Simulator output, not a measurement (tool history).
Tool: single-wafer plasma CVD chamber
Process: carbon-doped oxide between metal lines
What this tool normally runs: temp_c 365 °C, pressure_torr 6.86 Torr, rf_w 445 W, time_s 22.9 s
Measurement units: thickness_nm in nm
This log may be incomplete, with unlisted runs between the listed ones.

run,day,temp_c,pressure_torr,rf_w,time_s,"read-back reference wafer on the same gauge, thickness_nm",thickness_nm
1,0.000,373,6.86,445,22.9,106.004,108.927
2,1.617,365,6.86,445,22.9,105.925,111.206
3,2.579,365,6.86,445,22.9,105.961,110.014
# day 3.854: thermocouple changed; heater temperature recalibrated
4,3.875,365,6.86,445,22.9,105.830,110.238
# day 4.888: showerhead replaced
5,4.908,365,6.86,445,22.9,106.091,110.331
6,5.654,365,6.86,445,22.9,106.008,110.597
7,6.379,365,6.86,500,22.9,105.997,120.821
8,7.446,365,6.86,500,22.9,105.890,120.813
9,8.762,365,6.86,500,22.9,106.027,120.738
# day 9.742: capacitance manometer re-zeroed and calibrated
10,9.833,365,6.86,445,22.9,105.946,109.678
# day 10.562: gauge calibrated
11,10.579,365,6.86,445,22.9,105.975,109.687
12,11.783,369,7.78,530,22.9,106.071,125.151
13,13.071,365,6.86,385,25.1,105.919,106.644
# day 13.696: RF generator calibrated
14,13.717,365,8.48,445,22.9,106.075,107.022
15,14.488,365,6.86,445,18.4,106.117,85.282
16,15.033,351,6.16,410,22.9,106.036,101.279
17,16.158,365,5.57,445,25.6,105.875,115.208
18,17.492,365,6.86,445,22.9,106.042,106.082
19,18.329,365,6.86,445,22.9,106.020,104.254
20,19.392,365,6.86,445,21.7,105.950,99.653
21,20.550,356,5.57,415,24.2,106.017,104.373
22,21.262,378,8.56,470,22.9,106.051,108.229
# day 22.346: RF generator calibrated, repeated, since the last time left the tool worse
23,22.367,365,7.50,445,22.9,106.020,115.708
24,23.392,365,6.08,445,22.9,105.978,114.150
25,24.392,377,6.86,445,19.0,106.054,92.575
26,25.242,365,6.86,445,22.9,106.085,114.132
27,26.167,351,5.95,385,25.5,106.024,116.369
28,27.525,365,6.02,445,25.6,106.024,127.080

Same runs, no hidden state in the tool, same run-to-run variation:
Hidden state at play: wafer temperature above the value expected at the setpoint (K); delivered RF power above the setpoint (%); true pressure above the setpoint (%); gauge reads high (%).
run,thickness_nm
1,113.085
2,115.588
3,114.430
4,114.774
5,114.962
6,115.305
7,125.304
8,125.387
9,125.423
10,114.728
11,114.808
12,130.198
13,112.067
14,116.765
15,93.045
16,110.692
17,125.700
18,115.747
19,113.756
20,108.741
21,114.056
22,117.673
23,115.855
24,114.296
25,92.694
26,114.281
27,116.531
28,127.257

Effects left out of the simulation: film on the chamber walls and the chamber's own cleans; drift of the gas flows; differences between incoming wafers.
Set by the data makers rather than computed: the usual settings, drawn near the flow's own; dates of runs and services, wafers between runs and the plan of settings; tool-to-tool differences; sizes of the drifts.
